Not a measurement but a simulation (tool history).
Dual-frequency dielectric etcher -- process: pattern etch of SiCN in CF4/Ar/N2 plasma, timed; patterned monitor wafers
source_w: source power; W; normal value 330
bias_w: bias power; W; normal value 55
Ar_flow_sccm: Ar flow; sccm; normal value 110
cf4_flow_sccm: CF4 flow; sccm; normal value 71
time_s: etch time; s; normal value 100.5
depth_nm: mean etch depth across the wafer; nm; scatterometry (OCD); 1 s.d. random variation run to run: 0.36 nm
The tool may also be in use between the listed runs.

| run | hour | source_w | bias_w | Ar_flow_sccm | cf4_flow_sccm | time_s | read-back reference wafer on the same gauge, depth_nm | depth_nm |
|---|---|---|---|---|---|---|---|---|
| 1 | 0.0 | 330 | 43 | 110 | 71 | 100.5 | 54.9 | 55.8 |
| 2 | 21.6 | 330 | 55 | 100 | 71 | 100.5 | 54.9 | 61.2 |
| 3 | 35.6 | 350 | 55 | 110 | 71 | 100.5 | 54.9 | 61.9 |
| 4 | 54.7 | 330 | 55 | 110 | 71 | 100.5 | 55.0 | 60.7 |
| 5 | 83.5 | 330 | 55 | 99 | 71 | 100.5 | 54.9 | 60.8 |
|  | 91.4 | source power generator calibrated |
| 6 | 101.0 | 330 | 55 | 110 | 71 | 79.0 | 54.9 | 47.0 |
|  | 112.8 | bias power generator calibrated |
|  | 123.4 | Ar flow controller replaced |
| 7 | 129.1 | 390 | 55 | 110 | 71 | 100.5 | 54.9 | 65.9 |
| 8 | 159.8 | 280 | 50 | 110 | 64 | 100.5 | 54.9 | 52.1 |
| 9 | 190.7 | 330 | 55 | 110 | 59 | 100.5 | 54.9 | 56.8 |
| 10 | 203.7 | 260 | 67 | 132 | 71 | 109.0 | 54.9 | 59.1 |
| 11 | 231.8 | 330 | 55 | 110 | 62 | 100.5 | 54.9 | 57.8 |
| 12 | 259.0 | 330 | 55 | 110 | 71 | 100.5 | 54.9 | 58.7 |
| 13 | 291.3 | 330 | 55 | 110 | 71 | 100.5 | 54.9 | 58.9 |
| 14 | 308.9 | 330 | 47 | 132 | 64 | 128.5 | 54.9 | 67.1 |
|  | 337.4 | wet clean of the chamber |
| 15 | 337.9 | 330 | 55 | 110 | 71 | 100.5 | 54.8 | 62.1 |
| 16 | 349.6 | 330 | 55 | 110 | 71 | 119.5 | 54.9 | 72.5 |
| 17 | 457.1 | 270 | 55 | 131 | 71 | 73.5 | 55.0 | 39.3 |
| 18 | 488.5 | 330 | 55 | 84 | 62 | 79.0 | 54.9 | 48.4 |
| 19 | 504.4 | 290 | 43 | 110 | 71 | 100.5 | 54.9 | 52.8 |
| 20 | 539.6 | 330 | 44 | 110 | 71 | 111.5 | 54.9 | 62.2 |
| 21 | 562.6 | 380 | 55 | 110 | 71 | 72.0 | 54.9 | 46.3 |
| 22 | 583.6 | 370 | 64 | 110 | 79 | 125.0 | 54.9 | 85.0 |

Alternative continuations, all from the tool just after run 22; predict every row:
| A | 584.0 | 330 | 55 | 110 | 71 | 73.0 | ? | ? |
| B | 584.0 | 360 | 42 | 110 | 57 | 92.5 | ? | ? |
| C | 584.0 | 290 | 64 | 92 | 71 | 70.5 | ? | ? |

| run | read-back reference wafer on the same gauge, depth_nm | depth_nm |
|---|---|---|
| A | 54.9 | 43.5 |
| B | 54.9 | 50.8 |
| C | 54.9 | 42.5 |
Without the tool's unlogged condition, the same runs would have read:
| run | depth_nm |
|---|---|
| A | 44.7 |
| B | 52.2 |
| C | 43.7 |
